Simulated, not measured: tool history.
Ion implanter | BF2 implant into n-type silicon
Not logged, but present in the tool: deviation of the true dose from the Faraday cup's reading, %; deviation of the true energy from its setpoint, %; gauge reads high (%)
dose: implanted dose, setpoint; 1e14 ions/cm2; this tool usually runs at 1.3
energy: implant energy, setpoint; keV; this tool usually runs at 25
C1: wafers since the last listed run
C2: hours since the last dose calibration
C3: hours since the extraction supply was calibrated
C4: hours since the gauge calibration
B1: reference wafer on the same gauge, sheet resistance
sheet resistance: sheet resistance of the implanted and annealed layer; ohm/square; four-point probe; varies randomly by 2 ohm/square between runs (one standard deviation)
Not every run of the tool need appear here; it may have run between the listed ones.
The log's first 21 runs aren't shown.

run 22 hour=1884.4 | dose=1.4 energy=33.5 | C1=986 C2=1315.8 C3=852.1 C4=554.9 | B1=774.92 | sheet_resistance=631.98
run 23 hour=1920.6 | dose=1 energy=21 | C1=783 C2=1352 C3=888.3 C4=591.1 | B1=774.84 | sheet_resistance=896.9
run 24 hour=1994.1 | dose=1.3 energy=25 | C1=1590 C2=1425.5 C3=961.8 C4=664.6 | B1=774.96 | sheet_resistance=699.57
run 25 hour=2082.6 | dose=1.3 energy=25 | C1=1914 C2=1514 C3=1050.3 C4=753.1 | B1=775.07 | sheet_resistance=698.96
run 26 hour=2163.2 | dose=1.66 energy=21.5 | C1=1743 C2=1594.6 C3=1130.9 C4=833.7 | B1=774.9 | sheet_resistance=581.33
run 27 hour=2231.1 | dose=1.3 energy=27.5 | C1=1468 C2=1662.5 C3=1198.8 C4=901.6 | B1=775.15 | sheet_resistance=687.93
run 28 hour=2298.3 | dose=1.3 energy=25 | C1=1453 C2=1729.7 C3=1266 C4=968.8 | B1=774.8 | sheet_resistance=696.58
run 29 hour=2357 | dose=1.67 energy=17.5 | C1=1269 C2=1788.4 C3=1324.7 C4=1027.5 | B1=774.83 | sheet_resistance=586.52
run 30 hour=2416.6 | dose=1.3 energy=25 | C1=1289 C2=1848 C3=1384.3 C4=1087.1 | B1=774.54 | sheet_resistance=697.12
run 31 hour=2499.4 | dose=0.94 energy=30 | C1=1791 C2=1930.8 C3=1467.1 C4=1169.9 | B1=774.66 | sheet_resistance=883.15
run 32 hour=2556.6 | dose=1.63 energy=25 | C1=1237 C2=1988 C3=1524.3 C4=1227.1 | B1=774.62 | sheet_resistance=572.79
-- hour=2610.5 Faraday cup replaced and dose calibrated
run 33 hour=2632 | dose=1.3 energy=32 | C1=1458 C2=21.5 C3=1599.7 C4=1302.5 | B1=775.38 | sheet_resistance=687.62
run 34 hour=2708 | dose=1.54 energy=25 | C1=1644 C2=97.5 C3=1675.7 C4=1378.5 | B1=774.96 | sheet_resistance=616.54
run 35 hour=2754.6 | dose=1.45 energy=20 | C1=1008 C2=144.1 C3=1722.3 C4=1425.1 | B1=774.94 | sheet_resistance=668.48
run 36 hour=2837.8 | dose=1.52 energy=32.5 | C1=1799 C2=227.3 C3=1805.5 C4=1508.3 | B1=775.06 | sheet_resistance=605.12

Forecast each of these 5 alternatives for the next run:
run A hour=2838.2 | dose=1.3 energy=25 | C1=8 C2=227.7 C3=1805.9 C4=1508.7 | B1=? | sheet_resistance=?
run B hour=2838.2 | dose=1.43 energy=21.5 | C1=8 C2=227.7 C3=1805.9 C4=1508.7 | B1=? | sheet_resistance=?
run C hour=2838.2 | dose=1.69 energy=31 | C1=8 C2=227.7 C3=1805.9 C4=1508.7 | B1=? | sheet_resistance=?
run D hour=2838.2 | dose=1.3 energy=32.5 | C1=8 C2=227.7 C3=1805.9 C4=1508.7 | B1=? | sheet_resistance=?
run E hour=2838.2 | dose=0.97 energy=28.5 | C1=8 C2=227.7 C3=1805.9 C4=1508.7 | B1=? | sheet_resistance=?

run=A B1=774.97 sheet_resistance=712.41
run=B B1=774.97 sheet_resistance=670.88
run=C B1=774.97 sheet_resistance=558.35
run=D B1=774.97 sheet_resistance=686.81
run=E B1=774.97 sheet_resistance=888.42
The same runs, with their run-to-run variation unchanged, on a tool lacking any hidden condition would have given:
run=A sheet_resistance=715.45
run=B sheet_resistance=673.81
run=C sheet_resistance=560.68
run=D sheet_resistance=689.64
run=E sheet_resistance=892.12
